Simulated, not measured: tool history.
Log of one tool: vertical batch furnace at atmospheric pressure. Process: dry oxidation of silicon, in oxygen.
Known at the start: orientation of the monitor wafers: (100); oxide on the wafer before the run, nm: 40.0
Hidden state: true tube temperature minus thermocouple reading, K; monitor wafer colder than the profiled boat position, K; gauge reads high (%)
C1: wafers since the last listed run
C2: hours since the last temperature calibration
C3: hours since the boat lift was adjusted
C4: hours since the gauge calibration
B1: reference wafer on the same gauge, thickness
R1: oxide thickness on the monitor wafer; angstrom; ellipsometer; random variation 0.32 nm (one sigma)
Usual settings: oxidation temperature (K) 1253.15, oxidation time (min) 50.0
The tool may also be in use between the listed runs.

{"run": 1, "day": 0.0, "oxidation temperature (K)": 1240.15, "oxidation time (min)": 50.0, "C1": 0, "C2": 2582.1, "C3": 2443.3, "C4": 41.3, "B1": 58.82, "R1": 531.8}
{"run": 2, "day": 0.917, "oxidation temperature (K)": 1240.15, "oxidation time (min)": 50.0, "C1": 387, "C2": 2604.1, "C3": 2465.3, "C4": 63.3, "B1": 58.71, "R1": 523.2}
{"run": 3, "day": 1.5, "oxidation temperature (K)": 1240.15, "oxidation time (min)": 50.0, "C1": 246, "C2": 2618.1, "C3": 2479.3, "C4": 77.3, "B1": 58.75, "R1": 529.6}
{"run": 4, "day": 2.067, "oxidation temperature (K)": 1253.15, "oxidation time (min)": 50.0, "C1": 239, "C2": 2631.7, "C3": 2492.9, "C4": 90.9, "B1": 58.68, "R1": 546.2}
{"run": 5, "day": 3.304, "oxidation temperature (K)": 1253.15, "oxidation time (min)": 50.0, "C1": 522, "C2": 2661.4, "C3": 2522.6, "C4": 120.6, "B1": 58.7, "R1": 550.2}
{"run": 6, "day": 4.175, "oxidation temperature (K)": 1253.15, "oxidation time (min)": 50.0, "C1": 367, "C2": 2682.3, "C3": 2543.5, "C4": 141.5, "B1": 58.59, "R1": 548.2}
{"run": 7, "day": 4.767, "oxidation temperature (K)": 1253.15, "oxidation time (min)": 50.0, "C1": 249, "C2": 2696.5, "C3": 2557.7, "C4": 155.7, "B1": 58.74, "R1": 544.7}
{"run": 8, "day": 5.546, "oxidation temperature (K)": 1253.15, "oxidation time (min)": 50.0, "C1": 329, "C2": 2715.2, "C3": 2576.4, "C4": 174.4, "B1": 58.67, "R1": 554.4}
{"run": 9, "day": 6.854, "oxidation temperature (K)": 1253.15, "oxidation time (min)": 50.0, "C1": 552, "C2": 2746.6, "C3": 2607.8, "C4": 205.8, "B1": 58.72, "R1": 547.8}
{"run": 10, "day": 7.375, "oxidation temperature (K)": 1253.15, "oxidation time (min)": 50.0, "C1": 219, "C2": 2759.1, "C3": 2620.3, "C4": 218.3, "B1": 58.73, "R1": 553.6}
{"run": 11, "day": 8.662, "oxidation temperature (K)": 1237.15, "oxidation time (min)": 72.5, "C1": 543, "C2": 2790.0, "C3": 2651.2, "C4": 249.2, "B1": 58.68, "R1": 594.5}

Run 12 comes next. What will it give?
{"day": 10.479, "done": "boat lift adjusted"}
{"day": 11.288, "done": "thermocouples replaced and temperature profile calibrated"}
{"run": 12, "day": 11.458, "oxidation temperature (K)": 1253.15, "oxidation time (min)": 67.5, "C1": 417, "C2": 4.1, "C3": 23.5, "C4": 316.3, "B1": "?", "R1": "?"}

{"run 12": {"B1": 58.76, "R1": 606.4}}
Without the tool's hidden state the same run would have given R1 606.4 angstrom.

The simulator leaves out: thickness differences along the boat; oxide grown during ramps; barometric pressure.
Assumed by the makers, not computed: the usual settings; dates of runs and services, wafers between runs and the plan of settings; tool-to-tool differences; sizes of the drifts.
